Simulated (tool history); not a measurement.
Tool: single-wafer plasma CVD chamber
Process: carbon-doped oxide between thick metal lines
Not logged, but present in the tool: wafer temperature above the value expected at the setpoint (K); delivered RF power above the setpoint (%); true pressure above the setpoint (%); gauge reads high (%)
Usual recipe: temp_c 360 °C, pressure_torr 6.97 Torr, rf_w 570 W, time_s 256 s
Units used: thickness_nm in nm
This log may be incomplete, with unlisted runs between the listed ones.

run	hour	temp_c	pressure_torr	rf_w	time_s	wafers since the last listed run	hours since the last thermocouple change	hours since the last RF generator calibration	hours since the last manometer calibration	hours since the showerhead was replaced	hours since the gauge calibration	read-back reference wafer on the same gauge, thickness_nm	thickness_nm
1	0	360	6.97	570	256	0	1158.9	752.6	1701.4	2288.4	177.7	1649.388	1349.187
2	12.6	360	6.97	570	256	88	1171.5	765.2	1714	2301	190.3	1649.737	1341.332
3	22.5	360	6.97	570	256	69	1181.4	775.1	1723.9	2310.9	200.2	1650.855	1347.3
4	38.2	360	6.97	570	256	110	1197.1	790.8	1739.6	2326.6	215.9	1649.192	1341.965
5	44.6	360	6.97	570	256	44	1203.5	797.2	1746	2333	222.3	1649.354	1338.654
6	57.9	360	6.97	570	256	93	1216.8	810.5	1759.3	2346.3	235.6	1648.615	1341.567
7	66.6	360	6.97	570	256	60	1225.5	819.2	1768	2355	244.3	1649.842	1334.312
8	73.7	360	6.97	570	256	49	1232.6	826.3	1775.1	2362.1	251.4	1650.665	1337.053
# hour 80.2: gauge calibrated
9	82.6	360	6.97	570	256	62	1241.5	835.2	1784	2371	2.4	1650.795	1334.799
# hour 95.3: thermocouple changed; heater temperature recalibrated
# hour 96.3: RF generator calibrated
# hour 119.8: capacitance manometer re-zeroed and calibrated
10	131.7	360	6.97	570	256	224	36.4	35.4	11.9	2420.1	51.5	1650.293	1385.434
11	139.4	360	6.97	480	256	53	44.1	43.1	19.6	2427.8	59.2	1651.027	1274.488
12	150.8	360	6.97	570	256	79	55.5	54.5	31	2439.2	70.6	1649.666	1377.863
13	162	360	6.97	570	256	78	66.7	65.7	42.2	2450.4	81.8	1651.822	1381.246
14	173.8	360	6.97	530	233	82	78.5	77.5	54	2462.2	93.6	1648.609	1212.69
15	180.4	366	6.97	570	301	46	85.1	84.1	60.6	2468.8	100.2	1648.553	1594.696
# hour 189.6: showerhead replaced
16	191.2	346	8.52	535	222	19	95.9	94.9	71.4	1.6	111	1650.525	1225.507
17	198.5	374	6.97	570	256	51	103.2	102.2	78.7	8.9	118.3	1650.8	1337.655
18	205.9	360	6.97	570	256	51	110.6	109.6	86.1	16.3	125.7	1648.928	1377.641

Run 19 comes next. What will it give?
19	223.5	367	6.97	480	256	123	128.2	127.2	103.7	33.9	143.3	?	?

Run 19 yielded read-back reference wafer on the same gauge, thickness_nm 1649.862, thickness_nm 1249.274 nm.
Were there no unlogged condition in the tool, this run, its random variation unchanged, would have produced thickness_nm 1255.629 nm.
